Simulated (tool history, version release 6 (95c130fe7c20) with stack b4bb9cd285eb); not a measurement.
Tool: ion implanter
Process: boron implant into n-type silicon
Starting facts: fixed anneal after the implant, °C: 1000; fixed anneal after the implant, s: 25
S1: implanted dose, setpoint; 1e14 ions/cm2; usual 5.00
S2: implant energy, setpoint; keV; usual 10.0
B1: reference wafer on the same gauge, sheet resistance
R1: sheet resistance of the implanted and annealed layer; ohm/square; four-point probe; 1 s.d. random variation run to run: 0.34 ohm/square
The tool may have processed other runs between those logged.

Run 1, hour 0.0: usual settings but S2 12.0 keV; B1 238.02. Result: R1 225.92 ohm/square.
At hour 11.1: gauge calibrated.
Run 2, hour 13.5: usual settings but S1 6.01 1e14 ions/cm2, S2 7.5 keV; B1 237.98. Result: R1 203.11 ohm/square.
Run 3, hour 26.4: usual settings but S1 6.01 1e14 ions/cm2, S2 7.5 keV; B1 237.98. Result: R1 203.28 ohm/square.
Run 4, hour 34.9: usual settings but S1 6.01 1e14 ions/cm2, S2 7.5 keV; B1 238.07. Result: R1 203.27 ohm/square.
Run 5, hour 43.2: usual settings; B1 238.07. Result: R1 229.54 ohm/square.
Run 6, hour 59.8: usual settings; B1 237.93. Result: R1 229.39 ohm/square.
Run 7, hour 77.6: usual settings; B1 237.93. Result: R1 229.34 ohm/square.
Run 8, hour 91.1: usual settings but S1 5.72 1e14 ions/cm2, S2 8.0 keV; B1 238.00. Result: R1 209.61 ohm/square.
At hour 103.1: extraction supply calibrated.
Run 9, hour 104.5: usual settings but S1 5.72 1e14 ions/cm2, S2 8.0 keV; B1 237.91. Result: R1 209.34 ohm/square.
At hour 110.9: gauge calibrated.
Run 10, hour 115.5: usual settings but S1 5.61 1e14 ions/cm2, S2 6.5 keV; B1 237.99. Result: R1 218.80 ohm/square.
At hour 133.6: Faraday cup replaced and dose calibrated.
Run 11, hour 134.1: usual settings; B1 238.09. Result: R1 229.48 ohm/square.
Run 12, hour 135.5: usual settings but S1 3.52 1e14 ions/cm2; B1 238.06. Result: R1 308.81 ohm/square.
Run 13, hour 146.3: usual settings but S2 8.0 keV; B1 237.95. Result: R1 234.25 ohm/square.
Run 14, hour 156.1: usual settings but S1 5.88 1e14 ions/cm2, S2 12.0 keV; B1 238.07. Result: R1 197.99 ohm/square.
Run 15, hour 164.4: usual settings but S1 5.72 1e14 ions/cm2, S2 8.0 keV; B1 238.02. Result: R1 209.78 ohm/square.
Run 16, hour 179.7: usual settings but S1 3.69 1e14 ions/cm2; B1 238.06. Result: R1 296.61 ohm/square.
Run 17, hour 194.4: usual settings but S1 5.61 1e14 ions/cm2, S2 6.5 keV; B1 237.96. Result: R1 219.59 ohm/square.

Run-by-run hidden state of the tool:
deviation of the true dose from the Faraday cup's reading, %: 0 at every run
deviation of the true energy from its setpoint, %: 0 at every run
gauge reads high (%): 0 at every run
